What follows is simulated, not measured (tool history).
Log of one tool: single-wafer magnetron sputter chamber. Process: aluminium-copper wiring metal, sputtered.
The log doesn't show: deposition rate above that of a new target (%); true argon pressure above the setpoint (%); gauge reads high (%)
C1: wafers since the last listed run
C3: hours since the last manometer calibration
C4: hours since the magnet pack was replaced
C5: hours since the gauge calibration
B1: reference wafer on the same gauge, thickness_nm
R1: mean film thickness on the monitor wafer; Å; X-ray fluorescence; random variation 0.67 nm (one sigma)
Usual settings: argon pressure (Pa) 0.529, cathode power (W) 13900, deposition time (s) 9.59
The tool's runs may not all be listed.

Run 1, hour 0: usual settings; C1 0; wafers on the sputter target 956; C3 697.8; C4 9615.7; C5 364.8; B1 226.014. Result: R1 2316.58 Å.
Run 2, hour 42: usual settings; C1 901; wafers on the sputter target 1857; C3 739.8; C4 9657.7; C5 406.8; B1 226.163. Result: R1 2294.39 Å.
Run 3, hour 78: usual settings; C1 772; wafers on the sputter target 2630; C3 775.8; C4 9693.7; C5 442.8; B1 226.357. Result: R1 2281.94 Å.
Run 4, hour 126.3: usual settings but argon pressure (Pa) 0.635; C1 1037; wafers on the sputter target 3667; C3 824.1; C4 9742; C5 491.1; B1 225.757. Result: R1 2203.64 Å.
Run 5, hour 170.9: usual settings but cathode power (W) 15550; C1 957; wafers on the sputter target 4625; C3 868.7; C4 9786.6; C5 535.7; B1 226.274. Result: R1 2536.47 Å.
At hour 202.9: sputter target and shields replaced.
Run 6, hour 210.7: usual settings; C1 682; wafers on the sputter target 167; C3 908.5; C4 9826.4; C5 575.5; B1 226.344. Result: R1 2344.64 Å.
Run 7, hour 266.9: usual settings; C1 1206; wafers on the sputter target 1374; C3 964.7; C4 9882.6; C5 631.7; B1 226.17. Result: R1 2323.25 Å.
Run 8, hour 323.3: usual settings; C1 1211; wafers on the sputter target 2585; C3 1021.1; C4 9939; C5 688.1; B1 225.711. Result: R1 2306.7 Å.
Run 9, hour 362.7: usual settings but deposition time (s) 8.58; C1 845; wafers on the sputter target 3431; C3 1060.5; C4 9978.4; C5 727.5; B1 225.86. Result: R1 2044.62 Å.
Run 10, hour 409.8: usual settings but deposition time (s) 8.58; C1 1011; wafers on the sputter target 4442; C3 1107.6; C4 10025.5; C5 774.6; B1 226.162. Result: R1 2066.23 Å.
At hour 426: sputter target and shields replaced.
Run 11, hour 462.7: usual settings; C1 964; wafers on the sputter target 789; C3 1160.5; C4 10078.4; C5 827.5; B1 226.05. Result: R1 2338.53 Å.
Run 12, hour 491.6: usual settings; C1 620; wafers on the sputter target 1409; C3 1189.4; C4 10107.3; C5 856.4; B1 225.981. Result: R1 2326.45 Å.
At hour 501.7: magnet pack replaced.
Run 13, hour 544.8: usual settings; C1 970; wafers on the sputter target 2380; C3 1242.6; C4 43.1; C5 909.6; B1 225.768. Result: R1 2307.48 Å.
At hour 558.7: capacitance manometer re-zeroed and calibrated.
Run 14, hour 588.9: usual settings but argon pressure (Pa) 0.653, cathode power (W) 11000, deposition time (s) 11.07; C1 775; wafers on the sputter target 3155; C3 30.2; C4 87.2; C5 953.7; B1 226.085. Result: R1 1993.75 Å.
At hour 615.6: sputter target and shields replaced.
At hour 632.3: gauge calibrated.
Run 15, hour 651.1: usual settings; C1 1163; wafers on the sputter target 762; C3 92.4; C4 149.4; C5 18.8; B1 226.046. Result: R1 2292.34 Å.
Run 16, hour 701.8: usual settings but argon pressure (Pa) 0.656, cathode power (W) 16800, deposition time (s) 10.5; C1 1088; wafers on the sputter target 1850; C3 143.1; C4 200.1; C5 69.5; B1 226.215. Result: R1 2844.26 Å.
Run 17, hour 733.3: usual settings but argon pressure (Pa) 0.337, cathode power (W) 16350, deposition time (s) 8.13; C1 676; wafers on the sputter target 2527; C3 174.6; C4 231.6; C5 101; B1 226.142. Result: R1 2401.61 Å.
Run 18, hour 765.1: usual settings but cathode power (W) 10850; C1 682; wafers on the sputter target 3209; C3 206.4; C4 263.4; C5 132.8; B1 225.752. Result: R1 1778.17 Å.
At hour 812.9: sputter target and shields replaced.
Run 19, hour 829.7: usual settings but argon pressure (Pa) 0.632, cathode power (W) 15050; C1 1215; wafers on the sputter target 360; C3 271; C4 328; C5 197.4; B1 225.835. Result: R1 2406.97 Å.
Run 20, hour 892.9: usual settings but argon pressure (Pa) 0.466, deposition time (s) 8.66; C1 1357; wafers on the sputter target 1717; C3 334.2; C4 391.2; C5 260.6; B1 226.253. Result: R1 2108.25 Å.

Forecast run 21:
Run 21, hour 963.6: usual settings; C1 1518; wafers on the sputter target 3235; C3 404.9; C4 461.9; C5 331.3; B1 ?. Result: R1 ?.

{"run 21": {"B1": 226.246, "R1": 2266.72}}
Without the tool's hidden state the same run would have given R1 2316 Å.

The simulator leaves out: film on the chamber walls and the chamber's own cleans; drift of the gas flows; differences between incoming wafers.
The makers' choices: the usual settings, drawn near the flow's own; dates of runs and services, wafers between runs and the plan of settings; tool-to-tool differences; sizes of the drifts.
